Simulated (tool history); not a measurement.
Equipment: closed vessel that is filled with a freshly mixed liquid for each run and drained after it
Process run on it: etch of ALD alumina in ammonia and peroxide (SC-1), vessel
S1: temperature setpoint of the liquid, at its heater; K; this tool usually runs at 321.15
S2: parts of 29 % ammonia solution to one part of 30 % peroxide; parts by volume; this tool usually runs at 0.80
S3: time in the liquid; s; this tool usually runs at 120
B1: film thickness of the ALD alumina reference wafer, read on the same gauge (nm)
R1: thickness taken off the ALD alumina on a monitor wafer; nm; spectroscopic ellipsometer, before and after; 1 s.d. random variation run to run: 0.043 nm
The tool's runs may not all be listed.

run 1 hour=0.0 | S1=321.15 S2=0.80 S3=120 | B1=110.01 | R1=5.77
run 2 hour=89.4 | S1=321.15 S2=0.80 S3=120 | B1=109.98 | R1=5.75
-- hour=136.6 new drum of ammonia solution connected
run 3 hour=137.7 | S1=321.15 S2=0.80 S3=120 | B1=110.01 | R1=5.63
run 4 hour=200.8 | S1=321.15 S2=0.80 S3=120 | B1=109.99 | R1=5.70
run 5 hour=254.3 | S1=321.15 S2=0.80 S3=120 | B1=109.99 | R1=5.69
run 6 hour=329.6 | S1=321.15 S2=0.80 S3=120 | B1=110.03 | R1=5.72
-- hour=363.0 ammonia flow meter replaced
run 7 hour=410.0 | S1=321.15 S2=0.80 S3=120 | B1=109.97 | R1=5.75
-- hour=526.3 new drum of ammonia solution connected
run 8 hour=606.9 | S1=321.15 S2=0.80 S3=120 | B1=109.99 | R1=5.73
run 9 hour=670.6 | S1=321.15 S2=0.80 S3=120 | B1=110.02 | R1=5.70
-- hour=731.8 gauge calibrated
run 10 hour=751.2 | S1=321.15 S2=0.80 S3=120 | B1=110.01 | R1=5.61
run 11 hour=797.8 | S1=321.15 S2=0.80 S3=120 | B1=109.99 | R1=5.64
run 12 hour=894.9 | S1=321.15 S2=0.80 S3=120 | B1=110.02 | R1=5.71
-- hour=939.8 new drum of ammonia solution connected
run 13 hour=987.8 | S1=321.15 S2=0.80 S3=120 | B1=109.97 | R1=5.73
run 14 hour=1056.8 | S1=321.15 S2=0.80 S3=120 | B1=110.01 | R1=5.70
run 15 hour=1148.9 | S1=317.15 S2=0.80 S3=120 | B1=110.01 | R1=4.56
-- hour=1195.3 ammonia flow meter replaced
run 16 hour=1249.1 | S1=321.15 S2=0.80 S3=120 | B1=109.96 | R1=5.67
-- hour=1305.2 new drum of ammonia solution connected
run 17 hour=1326.3 | S1=321.15 S2=0.40 S3=120 | B1=110.00 | R1=5.23
run 18 hour=1402.4 | S1=321.15 S2=0.80 S3=145 | B1=110.03 | R1=6.92
-- hour=1480.4 thermometer replaced
run 19 hour=1481.6 | S1=326.65 S2=0.80 S3=120 | B1=109.96 | R1=7.66
run 20 hour=1564.3 | S1=314.15 S2=0.45 S3=145 | B1=109.99 | R1=4.35
run 21 hour=1634.0 | S1=321.15 S2=0.60 S3=80 | B1=110.00 | R1=3.68
run 22 hour=1674.8 | S1=321.15 S2=1.00 S3=75 | B1=109.95 | R1=3.65
-- hour=1752.9 new drum of ammonia solution connected
run 23 hour=1753.9 | S1=317.65 S2=1.10 S3=55 | B1=110.00 | R1=2.22
run 24 hour=1801.9 | S1=328.65 S2=0.90 S3=120 | B1=110.01 | R1=8.69
run 25 hour=1875.7 | S1=321.15 S2=0.80 S3=120 | B1=110.02 | R1=5.65
run 26 hour=1981.5 | S1=321.15 S2=0.80 S3=120 | B1=110.01 | R1=5.69

3 options for the next run, each taken on its own from the tool as it stands now. Forecast them:
run A hour=1982.2 | S1=321.15 S2=0.80 S3=120 | B1=? | R1=?
run B hour=1982.2 | S1=314.15 S2=0.80 S3=190 | B1=? | R1=?
run C hour=1982.2 | S1=313.65 S2=0.45 S3=55 | B1=? | R1=?

run=A B1=110.00 R1=5.78
run=B B1=110.00 R1=6.14
run=C B1=110.00 R1=1.63
The same runs, with their run-to-run variation unchanged, on a tool lacking any hidden condition would have given:
run=A R1=5.78
run=B R1=6.14
run=C R1=1.63

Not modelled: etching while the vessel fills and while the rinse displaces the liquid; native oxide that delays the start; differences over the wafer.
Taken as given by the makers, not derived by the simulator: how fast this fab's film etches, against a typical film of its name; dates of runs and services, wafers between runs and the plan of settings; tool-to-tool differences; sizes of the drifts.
